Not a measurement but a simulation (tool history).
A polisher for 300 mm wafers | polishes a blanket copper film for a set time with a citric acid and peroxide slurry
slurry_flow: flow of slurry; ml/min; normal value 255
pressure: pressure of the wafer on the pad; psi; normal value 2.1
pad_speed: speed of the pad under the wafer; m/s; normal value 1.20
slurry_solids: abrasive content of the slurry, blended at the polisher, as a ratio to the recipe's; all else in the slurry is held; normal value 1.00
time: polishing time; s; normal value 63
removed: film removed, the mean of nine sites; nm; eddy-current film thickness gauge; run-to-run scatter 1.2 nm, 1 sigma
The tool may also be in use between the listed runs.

run    hour  slurry_flow  pressure  pad_speed  slurry_solids  time  incoming thickness of the incoming film, nm  removed
  1     0.0          255       2.1       1.20           1.00    63                                        574.6    112.9
  2    41.4          255       2.1       1.20           1.00    63                                        565.2    112.8
       62.8  -- worn pad replaced by a new one
  3    65.6          255       2.1       1.20           1.00    63                                        565.9    112.0
       92.0  -- head pressure recalibrated
  4   108.1          300       2.1       1.20           1.00    63                                        562.7    106.6
      127.5  -- slurry blender recalibrated
  5   164.1          305       2.1       1.20           1.00    63                                        567.9    108.0
      193.6  -- slurry nozzle cleaned
  6   208.0          255       2.1       1.20           1.00    63                                        571.8    106.4
  7   243.5          255       2.1       1.20           1.00    63                                        578.6    109.1
  8   281.3          255       2.1       1.04           1.00    63                                        562.3     94.8
  9   333.8          255       1.9       1.20           1.00    72                                        573.4    112.7
      383.5  -- worn pad replaced by a new one
      399.0  -- head pressure recalibrated
 10   405.2          255       2.4       1.20           1.00    49                                        557.9    101.3
      434.0  -- slurry blender recalibrated
 11   452.4          185       2.1       1.50           1.00    63                                        581.0    140.9
      529.5  -- slurry nozzle cleaned
 12   555.8          185       2.1       1.50           1.00    63                                        560.7    142.5
 13   609.1          185       2.1       1.50           1.00    63                                        580.1    144.6
 14   654.2          255       2.1       1.36           1.00    53                                        566.1    114.8
 15   678.5          255       1.7       1.20           1.00    63                                        564.0     98.0
      722.7  -- worn pad replaced by a new one
      726.6  -- slurry blender recalibrated
 16   730.0          255       2.4       0.98           1.00    76                                        578.0    135.1
      735.5  -- head pressure recalibrated, repeated, since the last time left the tool worse
 17   800.8          255       2.1       1.20           1.00    63                                        566.2    107.0
      807.8  -- slurry nozzle cleaned
 18   840.5          255       1.7       1.20           1.00    72                                        574.3    102.2
 19   896.6          255       2.1       1.20           1.00    63                                        572.8    111.5
      998.4  -- slurry blender recalibrated
     1006.3  -- worn pad replaced by a new one
 20  1006.8          255       2.1       1.54           1.10    63                                        565.6    145.8
     1049.3  -- head pressure recalibrated
 21  1049.8          215       2.6       1.60           1.00    57                                        570.7    150.6
     1078.8  -- slurry nozzle cleaned
 22  1107.6          255       2.1       1.46           1.00    56                                        567.9    116.9
 23  1168.3          255       1.7       1.20           0.85    50                                        579.4     69.2
 24  1223.9          255       2.1       1.20           1.00    63                                        575.3    111.9
     1290.8  -- slurry blender recalibrated
 25  1294.6          255       2.1       1.20           1.00    63                                        569.6    110.3
     1314.5  -- worn pad replaced by a new one
 26  1330.5          255       2.1       1.20           1.00    63                                        580.4    108.7
     1363.8  -- slurry nozzle cleaned
 27  1385.7          255       1.8       1.20           1.00    63                                        562.0     95.7
     1417.4  -- head pressure recalibrated
 28  1449.0          255       2.1       1.54           1.30    63                                        571.3    137.9
 29  1490.9          285       2.1       0.94           0.80    51                                        563.8     68.9

Predict each of these 4 candidate next runs independently; none follows another, all start after run 29:
  A  1491.3          255       1.5       1.20           1.00    63                                        564.6        ?
  B  1491.3          215       2.1       1.20           0.85    63                                        564.6        ?
  C  1491.3          255       2.8       0.94           1.00    63                                        564.6        ?
  D  1491.3          325       2.1       0.86           1.10    63                                        564.6        ?

run  removed
  A     77.4
  B    103.5
  C    111.9
  D     80.2
With no hidden state in the tool, these same runs would have given:
run  removed
  A     74.9
  B    100.2
  C    108.2
  D     77.6
